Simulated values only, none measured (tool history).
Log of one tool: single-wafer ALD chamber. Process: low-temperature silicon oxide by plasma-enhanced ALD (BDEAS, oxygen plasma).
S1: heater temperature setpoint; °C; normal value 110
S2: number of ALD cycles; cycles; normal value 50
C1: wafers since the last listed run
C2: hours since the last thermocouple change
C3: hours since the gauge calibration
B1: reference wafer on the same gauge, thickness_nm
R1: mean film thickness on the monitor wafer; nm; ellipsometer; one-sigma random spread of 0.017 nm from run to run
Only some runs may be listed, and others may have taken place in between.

run 1 hour=0.0 | S1=110 S2=46 | C1=0 C2=1438.4 C3=113.0 | B1=5.822 | R1=6.118
run 2 hour=17.3 | S1=110 S2=46 | C1=118 C2=1455.7 C3=130.3 | B1=5.816 | R1=6.101
run 3 hour=24.1 | S1=113 S2=50 | C1=46 C2=1462.5 C3=137.1 | B1=5.819 | R1=6.632
run 4 hour=39.8 | S1=113 S2=50 | C1=107 C2=1478.2 C3=152.8 | B1=5.810 | R1=6.635
run 5 hour=48.5 | S1=113 S2=50 | C1=59 C2=1486.9 C3=161.5 | B1=5.811 | R1=6.595
run 6 hour=56.6 | S1=110 S2=50 | C1=55 C2=1495.0 C3=169.6 | B1=5.811 | R1=6.645
run 7 hour=69.1 | S1=110 S2=50 | C1=85 C2=1507.5 C3=182.1 | B1=5.805 | R1=6.637
run 8 hour=78.8 | S1=110 S2=50 | C1=66 C2=1517.2 C3=191.8 | B1=5.802 | R1=6.636
run 9 hour=95.4 | S1=110 S2=50 | C1=113 C2=1533.8 C3=208.4 | B1=5.801 | R1=6.657
run 10 hour=101.9 | S1=117 S2=50 | C1=44 C2=1540.3 C3=214.9 | B1=5.798 | R1=6.532
run 11 hour=112.7 | S1=117 S2=50 | C1=73 C2=1551.1 C3=225.7 | B1=5.795 | R1=6.519
run 12 hour=120.2 | S1=110 S2=48 | C1=51 C2=1558.6 C3=233.2 | B1=5.797 | R1=6.369
run 13 hour=133.9 | S1=110 S2=50 | C1=93 C2=1572.3 C3=246.9 | B1=5.791 | R1=6.649
run 14 hour=140.0 | S1=110 S2=50 | C1=41 C2=1578.4 C3=253.0 | B1=5.793 | R1=6.614
run 15 hour=148.8 | S1=110 S2=50 | C1=60 C2=1587.2 C3=261.8 | B1=5.793 | R1=6.634
run 16 hour=160.6 | S1=110 S2=50 | C1=80 C2=1599.0 C3=273.6 | B1=5.793 | R1=6.602
run 17 hour=176.2 | S1=110 S2=54 | C1=106 C2=1614.6 C3=289.2 | B1=5.791 | R1=7.127
run 18 hour=186.0 | S1=110 S2=54 | C1=67 C2=1624.4 C3=299.0 | B1=5.792 | R1=7.140
run 19 hour=192.1 | S1=110 S2=54 | C1=41 C2=1630.5 C3=305.1 | B1=5.790 | R1=7.158
run 20 hour=198.2 | S1=110 S2=50 | C1=41 C2=1636.6 C3=311.2 | B1=5.785 | R1=6.647
run 21 hour=215.6 | S1=120 S2=45 | C1=119 C2=1654.0 C3=328.6 | B1=5.786 | R1=5.849
run 22 hour=228.1 | S1=110 S2=50 | C1=85 C2=1666.5 C3=341.1 | B1=5.788 | R1=6.603
run 23 hour=243.4 | S1=110 S2=50 | C1=104 C2=1681.8 C3=356.4 | B1=5.784 | R1=6.634
run 24 hour=255.0 | S1=116 S2=50 | C1=79 C2=1693.4 C3=368.0 | B1=5.784 | R1=6.538
-- hour=261.3 gauge calibrated
run 25 hour=263.3 | S1=110 S2=50 | C1=56 C2=1701.7 C3=2.0 | B1=5.860 | R1=6.688
run 26 hour=273.8 | S1=119 S2=47 | C1=71 C2=1712.2 C3=12.5 | B1=5.849 | R1=6.166
run 27 hour=295.1 | S1=123 S2=50 | C1=145 C2=1733.5 C3=33.8 | B1=5.835 | R1=6.471
run 28 hour=307.9 | S1=124 S2=50 | C1=87 C2=1746.3 C3=46.6 | B1=5.830 | R1=6.484
run 29 hour=316.8 | S1=102 S2=42 | C1=60 C2=1755.2 C3=55.5 | B1=5.825 | R1=5.691
run 30 hour=327.8 | S1=103 S2=58 | C1=75 C2=1766.2 C3=66.5 | B1=5.819 | R1=7.850
-- hour=349.2 thermocouple changed; heater temperature recalibrated
run 31 hour=349.7 | S1=110 S2=59 | C1=95 C2=0.5 C3=88.4 | B1=5.809 | R1=7.848
run 32 hour=356.6 | S1=110 S2=50 | C1=47 C2=7.4 C3=95.3 | B1=5.808 | R1=6.626
run 33 hour=371.3 | S1=104 S2=46 | C1=100 C2=22.1 C3=110.0 | B1=5.798 | R1=6.220
run 34 hour=382.3 | S1=110 S2=42 | C1=75 C2=33.1 C3=121.0 | B1=5.803 | R1=5.574
run 35 hour=395.4 | S1=114 S2=43 | C1=89 C2=46.2 C3=134.1 | B1=5.796 | R1=5.657
run 36 hour=410.0 | S1=110 S2=50 | C1=99 C2=60.8 C3=148.7 | B1=5.793 | R1=6.601
run 37 hour=417.3 | S1=124 S2=58 | C1=49 C2=68.1 C3=156.0 | B1=5.788 | R1=7.493
run 38 hour=429.3 | S1=114 S2=47 | C1=82 C2=80.1 C3=168.0 | B1=5.788 | R1=6.171
run 39 hour=443.9 | S1=121 S2=53 | C1=99 C2=94.7 C3=182.6 | B1=5.783 | R1=6.869
run 40 hour=457.9 | S1=122 S2=58 | C1=95 C2=108.7 C3=196.6 | B1=5.779 | R1=7.462
run 41 hour=466.5 | S1=120 S2=58 | C1=58 C2=117.3 C3=205.2 | B1=5.775 | R1=7.510
run 42 hour=473.5 | S1=121 S2=50 | C1=47 C2=124.3 C3=212.2 | B1=5.780 | R1=6.461
run 43 hour=480.3 | S1=121 S2=58 | C1=46 C2=131.1 C3=219.0 | B1=5.778 | R1=7.456
run 44 hour=493.7 | S1=103 S2=59 | C1=91 C2=144.5 C3=232.4 | B1=5.773 | R1=7.888
run 45 hour=507.8 | S1=110 S2=44 | C1=96 C2=158.6 C3=246.5 | B1=5.772 | R1=5.794
run 46 hour=549.3 | S1=118 S2=57 | C1=283 C2=200.1 C3=288.0 | B1=5.769 | R1=7.405
run 47 hour=560.6 | S1=110 S2=50 | C1=77 C2=211.4 C3=299.3 | B1=5.764 | R1=6.563

Results for each run, recomputed without the tool's hidden state and with each run's random variation untouched:
The hidden state here: wafer temperature above the value expected at the setpoint (K); gauge reads high (%).
run=1 R1=6.166
run=2 R1=6.155
run=3 R1=6.693
run=4 R1=6.700
run=5 R1=6.663
run=6 R1=6.715
run=7 R1=6.710
run=8 R1=6.712
run=9 R1=6.736
run=10 R1=6.611
run=11 R1=6.600
run=12 R1=6.449
run=13 R1=6.735
run=14 R1=6.700
run=15 R1=6.722
run=16 R1=6.691
run=17 R1=7.225
run=18 R1=7.239
run=19 R1=7.259
run=20 R1=6.741
run=21 R1=5.932
run=22 R1=6.698
run=23 R1=6.731
run=24 R1=6.635
run=25 R1=6.702
run=26 R1=6.187
run=27 R1=6.507
run=28 R1=6.528
run=29 R1=5.735
run=30 R1=7.917
run=31 R1=7.928
run=32 R1=6.696
run=33 R1=6.292
run=34 R1=5.642
run=35 R1=5.730
run=36 R1=6.691
run=37 R1=7.597
run=38 R1=6.260
run=39 R1=6.971
run=40 R1=7.577
run=41 R1=7.628
run=42 R1=6.564
run=43 R1=7.576
run=44 R1=8.018
run=45 R1=5.891
run=46 R1=7.535
run=47 R1=6.680
